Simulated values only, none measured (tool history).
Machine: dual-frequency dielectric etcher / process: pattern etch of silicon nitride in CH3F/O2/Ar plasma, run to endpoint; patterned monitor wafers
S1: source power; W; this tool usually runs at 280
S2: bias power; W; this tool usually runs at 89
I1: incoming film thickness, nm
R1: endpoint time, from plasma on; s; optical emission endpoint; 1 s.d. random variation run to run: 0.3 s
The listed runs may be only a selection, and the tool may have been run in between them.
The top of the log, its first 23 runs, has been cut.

run 24 hour=308.7 | S1=340 S2=101 | I1=32.77 | R1=43.5
run 25 hour=320 | S1=280 S2=96 | I1=32.57 | R1=47.1
run 26 hour=330.5 | S1=280 S2=89 | I1=32.51 | R1=47.6
run 27 hour=342.5 | S1=280 S2=89 | I1=32.06 | R1=47.2
run 28 hour=354.8 | S1=210 S2=97 | I1=32.48 | R1=52.8
run 29 hour=366.9 | S1=260 S2=89 | I1=32.3 | R1=49.4
run 30 hour=377.5 | S1=280 S2=67 | I1=32.45 | R1=51.1
run 31 hour=387.9 | S1=310 S2=102 | I1=32.58 | R1=44
run 32 hour=398 | S1=320 S2=89 | I1=32.36 | R1=44.7
run 33 hour=409.4 | S1=300 S2=76 | I1=32.09 | R1=47
run 34 hour=421.6 | S1=280 S2=104 | I1=32.21 | R1=45

Alternative continuations, all from the tool just after run 34; predict every row:
run A hour=422 | S1=300 S2=89 | I1=32.32 | R1=?
run B hour=422 | S1=280 S2=79 | I1=32.32 | R1=?
run C hour=422 | S1=210 S2=107 | I1=32.32 | R1=?

run=A R1=46
run=B R1=48.5
run=C R1=50.9
Without the tool's hidden state the same runs would have given:
run=A R1=46.3
run=B R1=48.9
run=C R1=51.3
